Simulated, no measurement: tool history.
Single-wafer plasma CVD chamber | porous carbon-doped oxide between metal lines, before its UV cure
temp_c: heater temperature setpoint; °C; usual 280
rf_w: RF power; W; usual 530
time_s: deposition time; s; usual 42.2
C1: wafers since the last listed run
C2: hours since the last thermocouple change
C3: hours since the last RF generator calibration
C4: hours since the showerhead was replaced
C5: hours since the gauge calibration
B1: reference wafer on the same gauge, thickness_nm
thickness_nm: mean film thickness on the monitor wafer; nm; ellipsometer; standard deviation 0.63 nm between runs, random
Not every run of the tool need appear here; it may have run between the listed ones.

{"run": 1, "hour": 0.0, "temp_c": 280, "rf_w": 530, "time_s": 42.2, "C1": 0, "C2": 2181, "C3": 1092, "C4": 3160, "C5": 35, "B1": 225.068, "thickness_nm": 268.273}
{"run": 2, "hour": 11.0, "temp_c": 280, "rf_w": 530, "time_s": 42.2, "C1": 242, "C2": 2192, "C3": 1103, "C4": 3171, "C5": 46, "B1": 225.071, "thickness_nm": 267.433}
{"run": 3, "hour": 19.3, "temp_c": 280, "rf_w": 530, "time_s": 42.2, "C1": 182, "C2": 2200.3, "C3": 1111.3, "C4": 3179.3, "C5": 54.3, "B1": 224.987, "thickness_nm": 267.192}
{"run": 4, "hour": 34.9, "temp_c": 280, "rf_w": 530, "time_s": 42.2, "C1": 343, "C2": 2215.9, "C3": 1126.9, "C4": 3194.9, "C5": 69.9, "B1": 225.108, "thickness_nm": 267.094}
{"hour": 52.9, "done": "thermocouple changed; heater temperature recalibrated"}
{"run": 5, "hour": 53.4, "temp_c": 280, "rf_w": 530, "time_s": 40.5, "C1": 231, "C2": 0.5, "C3": 1145.4, "C4": 3213.4, "C5": 88.4, "B1": 225.11, "thickness_nm": 257.298}
{"run": 6, "hour": 66.0, "temp_c": 280, "rf_w": 530, "time_s": 40.5, "C1": 277, "C2": 13.1, "C3": 1158, "C4": 3226, "C5": 101, "B1": 224.855, "thickness_nm": 257.548}
{"run": 7, "hour": 73.0, "temp_c": 280, "rf_w": 530, "time_s": 42.2, "C1": 154, "C2": 20.1, "C3": 1165, "C4": 3233, "C5": 108, "B1": 224.778, "thickness_nm": 268.281}
{"hour": 82.1, "done": "showerhead replaced"}
{"run": 8, "hour": 82.6, "temp_c": 295, "rf_w": 430, "time_s": 35.9, "C1": 35, "C2": 29.7, "C3": 1174.6, "C4": 0.5, "C5": 117.6, "B1": 224.928, "thickness_nm": 186.668}
{"run": 9, "hour": 92.4, "temp_c": 280, "rf_w": 435, "time_s": 36.8, "C1": 215, "C2": 39.5, "C3": 1184.4, "C4": 10.3, "C5": 127.4, "B1": 225.011, "thickness_nm": 211.94}
{"hour": 113.2, "done": "gauge calibrated"}
{"hour": 113.5, "done": "RF generator calibrated"}
{"run": 10, "hour": 114.0, "temp_c": 286, "rf_w": 445, "time_s": 46.1, "C1": 299, "C2": 61.1, "C3": 0.5, "C4": 31.9, "C5": 0.8, "B1": 225.069, "thickness_nm": 256.411}
{"run": 11, "hour": 119.6, "temp_c": 280, "rf_w": 630, "time_s": 47.1, "C1": 123, "C2": 66.7, "C3": 6.1, "C4": 37.5, "C5": 6.4, "B1": 224.862, "thickness_nm": 327.798}
{"run": 12, "hour": 130.0, "temp_c": 286, "rf_w": 445, "time_s": 46.1, "C1": 228, "C2": 77.1, "C3": 16.5, "C4": 47.9, "C5": 16.8, "B1": 225.13, "thickness_nm": 256.871}
{"run": 13, "hour": 145.5, "temp_c": 290, "rf_w": 600, "time_s": 49.7, "C1": 341, "C2": 92.6, "C3": 32, "C4": 63.4, "C5": 32.3, "B1": 224.992, "thickness_nm": 313.181}
{"run": 14, "hour": 163.5, "temp_c": 280, "rf_w": 530, "time_s": 42.2, "C1": 396, "C2": 110.6, "C3": 50, "C4": 81.4, "C5": 50.3, "B1": 224.799, "thickness_nm": 268.003}

What if the next run were any one of these 5? Each begins from the tool's condition after run 14:
{"run": "A", "hour": 163.9, "temp_c": 280, "rf_w": 530, "time_s": 42.2, "C1": 8, "C2": 111, "C3": 50.4, "C4": 81.8, "C5": 50.7, "B1": "?", "thickness_nm": "?"}
{"run": "B", "hour": 163.9, "temp_c": 272, "rf_w": 430, "time_s": 39.8, "C1": 8, "C2": 111, "C3": 50.4, "C4": 81.8, "C5": 50.7, "B1": "?", "thickness_nm": "?"}
{"run": "C", "hour": 163.9, "temp_c": 293, "rf_w": 530, "time_s": 42.2, "C1": 8, "C2": 111, "C3": 50.4, "C4": 81.8, "C5": 50.7, "B1": "?", "thickness_nm": "?"}
{"run": "D", "hour": 163.9, "temp_c": 267, "rf_w": 530, "time_s": 42.2, "C1": 8, "C2": 111, "C3": 50.4, "C4": 81.8, "C5": 50.7, "B1": "?", "thickness_nm": "?"}
{"run": "E", "hour": 163.9, "temp_c": 272, "rf_w": 445, "time_s": 48.5, "C1": 8, "C2": 111, "C3": 50.4, "C4": 81.8, "C5": 50.7, "B1": "?", "thickness_nm": "?"}

run=A B1=225.199 thickness_nm=267.265
run=B B1=225.199 thickness_nm=238.564
run=C B1=225.199 thickness_nm=246.391
run=D B1=225.199 thickness_nm=291.405
run=E B1=225.199 thickness_nm=294.726
Without the tool's hidden state the same runs would have given:
run=A thickness_nm=267.265
run=B thickness_nm=238.564
run=C thickness_nm=246.391
run=D thickness_nm=291.405
run=E thickness_nm=294.726
